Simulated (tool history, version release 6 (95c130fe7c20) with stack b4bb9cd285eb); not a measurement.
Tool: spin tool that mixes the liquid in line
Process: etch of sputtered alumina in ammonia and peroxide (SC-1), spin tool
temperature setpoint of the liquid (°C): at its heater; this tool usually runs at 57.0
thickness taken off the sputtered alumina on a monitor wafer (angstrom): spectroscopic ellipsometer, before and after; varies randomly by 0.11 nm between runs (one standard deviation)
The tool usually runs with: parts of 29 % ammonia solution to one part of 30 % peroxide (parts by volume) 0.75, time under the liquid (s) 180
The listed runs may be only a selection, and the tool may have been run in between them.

run,hour,temperature setpoint of the liquid (°C),parts of 29 % ammonia solution to one part of 30 % peroxide (parts by volume),time under the liquid (s),"read-back film thickness of the sputtered alumina reference wafer, read on the same gauge (nm)",thickness taken off the sputtered alumina on a monitor wafer (angstrom)
1,0.0,57.0,0.75,180,149.99,128.4
2,34.4,57.0,0.75,180,150.00,128.6
3,59.2,57.0,0.75,180,149.97,127.9
4,94.2,57.0,0.75,180,149.98,128.5
5,127.5,57.0,0.75,180,150.01,127.1
6,142.5,50.5,0.75,135,150.00,67.5
7,154.8,50.5,0.75,135,150.01,66.8
8,188.0,50.5,0.75,135,150.00,67.4
9,208.3,57.0,0.75,180,150.02,127.2
10,236.0,57.0,0.75,180,150.01,127.9
# hour 266.4: thermometer replaced
11,266.9,57.0,0.75,180,149.98,127.5
# hour 280.8: heated supply line repaired
12,282.5,57.0,0.75,180,150.02,150.5
# hour 359.5: new drum of ammonia solution connected
13,378.1,62.5,0.40,105,149.99,107.9
# hour 382.9: gauge calibrated
14,401.2,57.0,0.75,180,150.00,147.4
# hour 421.7: ammonia flow meter replaced
15,422.3,62.5,1.00,180,149.96,203.2
16,434.6,61.5,0.45,180,149.99,179.4
17,447.2,47.0,0.95,180,150.01,88.4
18,475.3,63.0,0.45,180,150.01,191.5
19,504.7,57.0,0.40,180,149.99,140.5
20,538.1,57.0,0.75,180,149.98,148.0
21,563.0,57.0,0.75,180,150.01,146.9
22,580.5,57.0,0.75,100,150.01,81.2

3 ways to go on from here, each from the tool as it stands after run 22. What would each give?
A,581.0,57.0,0.90,180,?,?
B,581.0,49.0,0.85,180,?,?
C,581.0,50.5,1.00,90,?,?

run,"read-back film thickness of the sputtered alumina reference wafer, read on the same gauge (nm)",thickness taken off the sputtered alumina on a monitor wafer (angstrom)
A,150.02,150.5
B,150.02,96.9
C,150.02,53.5
With the hidden condition removed and each run's random variation left untouched, the same runs would have given:
run,thickness taken off the sputtered alumina on a monitor wafer (angstrom)
A,159.6
B,103.2
C,56.9

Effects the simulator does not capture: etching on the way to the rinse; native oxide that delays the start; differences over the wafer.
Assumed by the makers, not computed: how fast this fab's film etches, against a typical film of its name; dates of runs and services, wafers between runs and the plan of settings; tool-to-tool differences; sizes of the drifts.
